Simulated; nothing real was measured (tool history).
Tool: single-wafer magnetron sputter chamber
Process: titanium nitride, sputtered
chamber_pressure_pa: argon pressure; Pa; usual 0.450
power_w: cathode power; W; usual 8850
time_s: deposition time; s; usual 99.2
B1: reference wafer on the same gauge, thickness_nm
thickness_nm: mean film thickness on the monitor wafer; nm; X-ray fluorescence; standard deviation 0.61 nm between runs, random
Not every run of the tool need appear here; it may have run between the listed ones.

run 1 hour=0.0 | chamber_pressure_pa=0.450 power_w=8850 time_s=99.2 | B1=170.386 | thickness_nm=160.151
run 2 hour=15.8 | chamber_pressure_pa=0.450 power_w=9650 time_s=99.2 | B1=170.523 | thickness_nm=174.533
run 3 hour=36.2 | chamber_pressure_pa=0.450 power_w=9650 time_s=99.2 | B1=170.352 | thickness_nm=174.668
run 4 hour=64.8 | chamber_pressure_pa=0.450 power_w=7400 time_s=99.2 | B1=170.525 | thickness_nm=133.597
-- hour=75.8 sputter target and shields replaced
run 5 hour=86.1 | chamber_pressure_pa=0.450 power_w=7400 time_s=99.2 | B1=170.442 | thickness_nm=134.050
run 6 hour=102.2 | chamber_pressure_pa=0.450 power_w=7400 time_s=99.2 | B1=170.585 | thickness_nm=132.612
run 7 hour=127.3 | chamber_pressure_pa=0.450 power_w=7100 time_s=99.2 | B1=170.513 | thickness_nm=128.024
run 8 hour=160.5 | chamber_pressure_pa=0.450 power_w=8850 time_s=99.2 | B1=170.274 | thickness_nm=159.486
run 9 hour=191.3 | chamber_pressure_pa=0.450 power_w=8850 time_s=99.2 | B1=170.683 | thickness_nm=160.212
-- hour=229.4 capacitance manometer re-zeroed and calibrated
run 10 hour=243.5 | chamber_pressure_pa=0.450 power_w=8850 time_s=99.2 | B1=170.971 | thickness_nm=159.875
-- hour=269.3 sputter target and shields replaced
-- hour=275.2 magnet pack replaced
run 11 hour=276.5 | chamber_pressure_pa=0.450 power_w=8850 time_s=93.6 | B1=170.967 | thickness_nm=151.192
run 12 hour=290.6 | chamber_pressure_pa=0.450 power_w=8850 time_s=93.6 | B1=171.497 | thickness_nm=151.057
run 13 hour=306.9 | chamber_pressure_pa=0.450 power_w=8850 time_s=93.6 | B1=170.909 | thickness_nm=151.856
run 14 hour=326.5 | chamber_pressure_pa=0.450 power_w=8850 time_s=99.2 | B1=171.139 | thickness_nm=159.985
run 15 hour=361.5 | chamber_pressure_pa=0.450 power_w=8850 time_s=99.2 | B1=171.151 | thickness_nm=160.042
run 16 hour=380.4 | chamber_pressure_pa=0.450 power_w=8850 time_s=99.2 | B1=170.719 | thickness_nm=159.225
run 17 hour=414.5 | chamber_pressure_pa=0.450 power_w=10050 time_s=99.2 | B1=171.266 | thickness_nm=182.020
run 18 hour=433.8 | chamber_pressure_pa=0.341 power_w=10950 time_s=94.0 | B1=171.387 | thickness_nm=198.853
run 19 hour=454.7 | chamber_pressure_pa=0.382 power_w=8850 time_s=90.1 | B1=171.273 | thickness_nm=150.936
-- hour=465.6 sputter target and shields replaced
run 20 hour=484.0 | chamber_pressure_pa=0.584 power_w=8850 time_s=99.2 | B1=171.266 | thickness_nm=151.200
run 21 hour=518.8 | chamber_pressure_pa=0.450 power_w=8850 time_s=99.2 | B1=171.704 | thickness_nm=161.266
run 22 hour=538.5 | chamber_pressure_pa=0.450 power_w=8850 time_s=99.2 | B1=171.403 | thickness_nm=161.446
run 23 hour=594.7 | chamber_pressure_pa=0.450 power_w=8850 time_s=99.2 | B1=171.686 | thickness_nm=161.462

Predict the results of run 24:
-- hour=619.8 gauge calibrated
run 24 hour=628.7 | chamber_pressure_pa=0.360 power_w=10200 time_s=109.8 | B1=? | thickness_nm=?

B1: 167.611
thickness_nm: 207.942 nm
Had the tool carried no hidden state, the very same run would have given thickness_nm 208.498 nm.
